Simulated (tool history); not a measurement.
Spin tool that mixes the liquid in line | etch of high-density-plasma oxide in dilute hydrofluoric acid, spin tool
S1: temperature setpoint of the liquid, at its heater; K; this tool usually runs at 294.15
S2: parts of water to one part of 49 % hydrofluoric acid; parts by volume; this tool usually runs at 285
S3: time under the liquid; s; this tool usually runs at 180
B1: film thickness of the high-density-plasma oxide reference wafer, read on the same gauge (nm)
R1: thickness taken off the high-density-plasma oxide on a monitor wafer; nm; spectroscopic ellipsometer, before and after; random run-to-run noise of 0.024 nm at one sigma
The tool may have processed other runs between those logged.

| run | hour | S1 | S2 | S3 | B1 | R1 |
|---|---|---|---|---|---|---|
| 1 | 0.0 | 294.15 | 285 | 180 | 59.986 | 3.384 |
| 2 | 20.6 | 294.15 | 285 | 180 | 60.042 | 3.388 |
|  | 32.4 | gauge calibrated |
| 3 | 47.4 | 294.15 | 285 | 180 | 59.989 | 3.395 |
| 4 | 65.5 | 294.15 | 285 | 180 | 59.957 | 3.397 |
| 5 | 83.8 | 294.15 | 285 | 180 | 59.974 | 3.402 |
| 6 | 99.1 | 294.15 | 285 | 180 | 59.970 | 3.382 |
| 7 | 115.3 | 294.15 | 285 | 180 | 60.027 | 3.379 |
| 8 | 143.4 | 294.15 | 285 | 180 | 59.960 | 3.408 |
| 9 | 159.5 | 294.15 | 285 | 110 | 60.020 | 2.070 |
| 10 | 191.6 | 294.15 | 285 | 180 | 60.031 | 3.425 |
| 11 | 214.4 | 294.15 | 285 | 180 | 60.016 | 3.395 |
|  | 269.0 | hydrofluoric acid flow meter replaced |
| 12 | 281.9 | 294.15 | 185 | 180 | 59.991 | 5.403 |
| 13 | 311.9 | 294.15 | 185 | 180 | 59.981 | 5.467 |
| 14 | 327.6 | 294.15 | 285 | 180 | 59.978 | 3.197 |
| 15 | 345.1 | 294.15 | 285 | 180 | 59.981 | 3.202 |
| 16 | 378.5 | 294.15 | 285 | 180 | 60.021 | 3.259 |
| 17 | 403.3 | 290.65 | 170 | 180 | 60.013 | 5.196 |
| 18 | 437.5 | 294.15 | 200 | 230 | 60.004 | 6.388 |
| 19 | 458.4 | 291.15 | 285 | 240 | 59.992 | 3.852 |
| 20 | 489.2 | 292.65 | 365 | 85 | 60.006 | 1.055 |
| 21 | 512.5 | 290.65 | 285 | 110 | 59.980 | 1.728 |
|  | 535.0 | gauge calibrated |
| 22 | 541.9 | 294.15 | 285 | 70 | 60.058 | 1.251 |
| 23 | 561.3 | 294.15 | 285 | 180 | 59.971 | 3.261 |
| 24 | 643.8 | 294.15 | 285 | 180 | 60.029 | 3.255 |
|  | 652.7 | thermometer replaced |
| 25 | 690.3 | 291.65 | 285 | 270 | 60.026 | 4.857 |
| 26 | 713.8 | 291.15 | 170 | 85 | 59.972 | 2.800 |
| 27 | 744.0 | 292.15 | 285 | 180 | 59.984 | 3.336 |
| 28 | 793.2 | 294.15 | 285 | 180 | 60.023 | 3.578 |
| 29 | 859.4 | 294.15 | 320 | 255 | 59.972 | 4.374 |
| 30 | 891.0 | 290.15 | 285 | 265 | 60.006 | 4.507 |
| 31 | 913.6 | 294.15 | 285 | 220 | 59.982 | 4.345 |

5 ways to go on from here, each from the tool as it stands after run 31. What would each give?
| A | 914.1 | 298.65 | 285 | 180 | ? | ? |
| B | 914.1 | 290.15 | 390 | 145 | ? | ? |
| C | 914.1 | 290.65 | 250 | 180 | ? | ? |
| D | 914.1 | 294.15 | 285 | 265 | ? | ? |
| E | 914.1 | 297.15 | 285 | 180 | ? | ? |

| run | B1 | R1 |
|---|---|---|
| A | 60.047 | 4.278 |
| B | 60.047 | 1.698 |
| C | 60.047 | 3.743 |
| D | 60.047 | 5.358 |
| E | 60.047 | 4.057 |
With the hidden condition removed and each run's random variation left untouched, the same runs would have given:
| run | R1 |
|---|---|
| A | 4.170 |
| B | 1.656 |
| C | 3.670 |
| D | 5.236 |
| E | 3.959 |

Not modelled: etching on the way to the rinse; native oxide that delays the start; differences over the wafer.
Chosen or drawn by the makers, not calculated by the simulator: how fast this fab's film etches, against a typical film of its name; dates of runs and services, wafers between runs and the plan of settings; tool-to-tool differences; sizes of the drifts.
